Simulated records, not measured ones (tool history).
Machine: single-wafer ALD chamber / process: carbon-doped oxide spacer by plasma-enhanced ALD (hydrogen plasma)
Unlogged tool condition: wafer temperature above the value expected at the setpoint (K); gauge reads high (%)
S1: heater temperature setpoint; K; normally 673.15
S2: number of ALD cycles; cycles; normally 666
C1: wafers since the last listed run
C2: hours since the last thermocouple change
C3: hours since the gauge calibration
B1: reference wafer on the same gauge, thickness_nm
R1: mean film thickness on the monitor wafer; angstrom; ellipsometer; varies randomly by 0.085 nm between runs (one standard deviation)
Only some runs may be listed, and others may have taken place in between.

run	hour	S1	S2	C1	C2	C3	B1	R1
1	0	665.15	666	0	1902	146.2	34.5	338.26
2	8.9	665.15	666	7	1910.9	155.1	34.522	339.17
3	41.9	673.15	604	26	1943.9	188.1	34.514	309.11
4	52.5	673.15	604	8	1954.5	198.7	34.494	305.84
5	60.7	673.15	604	6	1962.7	206.9	34.517	307.07
6	71.1	673.15	666	8	1973.1	217.3	34.48	339.6
7	77.9	673.15	666	5	1979.9	224.1	34.49	339.11
8	86.2	673.15	666	6	1988.2	232.4	34.464	337.59
9	97	673.15	666	8	1999	243.2	34.518	338.35
10	111.6	673.15	666	11	2013.6	257.8	34.536	337.03
11	125.7	673.15	666	11	2027.7	271.9	34.509	338.81
12	138.1	673.15	666	9	2040.1	284.3	34.488	336.77
13	154.2	679.15	628	12	2056.2	300.4	34.513	312.97
14	161.8	673.15	666	6	2063.8	308	34.515	338.97
15	171.6	662.15	630	7	2073.6	317.8	34.496	320.18
# hour 173.7: gauge calibrated
16	180.6	665.15	559	7	2082.6	6.9	34.498	283.8
17	192.7	668.15	735	9	2094.7	19	34.491	373.03
18	204	673.15	628	8	2106	30.3	34.518	318.93
# hour 225.7: thermocouple changed; heater temperature recalibrated
19	233.1	687.15	666	16	7.4	59.4	34.485	322.22
20	242.4	673.15	582	7	16.7	68.7	34.487	295.31
21	256.5	673.15	746	11	30.8	82.8	34.497	378.14
22	274.1	673.15	666	13	48.4	100.4	34.477	339.79
23	288.6	684.15	666	11	62.9	114.9	34.518	325.8
24	302	683.15	749	10	76.3	128.3	34.538	367.67

Below are 5 alternative next runs, each starting from the tool's condition after run 24. Predict each:
A	303.4	673.15	666	1	77.7	129.7	?	?
B	303.4	673.15	744	1	77.7	129.7	?	?
C	303.4	686.15	799	1	77.7	129.7	?	?
D	303.4	673.15	566	1	77.7	129.7	?	?
E	303.4	673.15	600	1	77.7	129.7	?	?

run	B1	R1
A	34.511	337.82
B	34.511	377.38
C	34.511	387.26
D	34.511	287.09
E	34.511	304.34
The same runs, with their run-to-run variation unchanged, on a tool lacking any hidden condition would have given:
run	R1
A	337.82
B	377.38
C	387.26
D	287.09
E	304.34
